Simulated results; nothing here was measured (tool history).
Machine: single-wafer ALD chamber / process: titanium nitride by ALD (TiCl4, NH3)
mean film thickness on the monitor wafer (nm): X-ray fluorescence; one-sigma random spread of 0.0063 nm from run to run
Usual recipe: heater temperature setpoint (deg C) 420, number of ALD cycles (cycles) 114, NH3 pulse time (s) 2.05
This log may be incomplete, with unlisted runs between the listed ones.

run	hour	heater temperature setpoint (deg C)	number of ALD cycles (cycles)	NH3 pulse time (s)	read-back reference wafer on the same gauge, thickness_nm	mean film thickness on the monitor wafer (nm)
1	0	428	114	1.58	2.957	2.486
2	25.1	430	105	2.05	2.962	2.314
3	55.3	420	100	2.05	2.962	2.192
4	98.5	420	100	2.05	2.958	2.188
5	153.6	420	100	2.05	2.961	2.194
6	186.6	420	114	2.3	2.961	2.524
7	240	420	114	2.3	2.962	2.525
8	267.8	420	114	2.3	2.958	2.515
9	294.2	420	114	1.42	2.961	2.467
10	343.2	420	114	1.42	2.962	2.476
11	389.8	420	114	1.42	2.961	2.477
12	414.9	420	106	2.65	2.958	2.335
13	486.4	409	114	2.05	2.957	2.501
14	528.6	420	130	2.05	2.958	2.858
15	587	420	130	2.05	2.961	2.855
16	621.5	420	114	1.5	2.96	2.482
17	671.7	420	114	1.5	2.96	2.486
18	728.3	420	114	2.05	2.957	2.511
19	770.8	420	122	2.05	2.96	2.7
20	822.2	420	114	1.5	2.959	2.484
21	870.9	415	114	2.05	2.961	2.509
22	903.5	420	101	2.26	2.961	2.222
23	958	408	127	1.84	2.958	2.773
24	984.7	413	97	1.43	2.957	2.109
25	1011	420	114	2.05	2.96	2.516
26	1058.6	434	126	2.05	2.958	2.774
27	1098.9	414	114	2.05	2.96	2.498
28	1140.3	428	114	2.74	2.961	2.521
29	1206.9	412	98	2.6	2.959	2.166
30	1265.8	406	114	2.61	2.962	2.513
31	1299.2	420	114	2.05	2.958	2.511
32	1362.4	420	114	2.05	2.957	2.518
33	1395.3	420	98	2.29	2.961	2.158
34	1461.6	420	133	2.72	2.961	2.94
35	1612.7	420	114	2.05	2.956	2.497
36	1682	420	114	2.05	2.96	2.52
37	1738.5	410	114	2.05	2.959	2.492
38	1784.5	420	114	2.3	2.96	2.524
39	1843.7	412	96	2.05	2.962	2.102

Between the runs listed above, the log contained 3 entries, not reproduced here. Where in the sequence does each belong, and how does what the log doesn't record of the tool's condition differ from the listed run before to the listed run after?
Logged between run 17 and run 18: gauge calibrated (hour 713.8)
  no difference in the tool's unlogged condition between these two runs
Logged between run 20 and run 21: thermocouple changed; heater temperature recalibrated (hour 870.4)
  no difference in the tool's unlogged condition between these two runs
Logged between run 32 and run 33: showerhead replaced (hour 1394.8)
  no difference in the tool's unlogged condition between these two runs
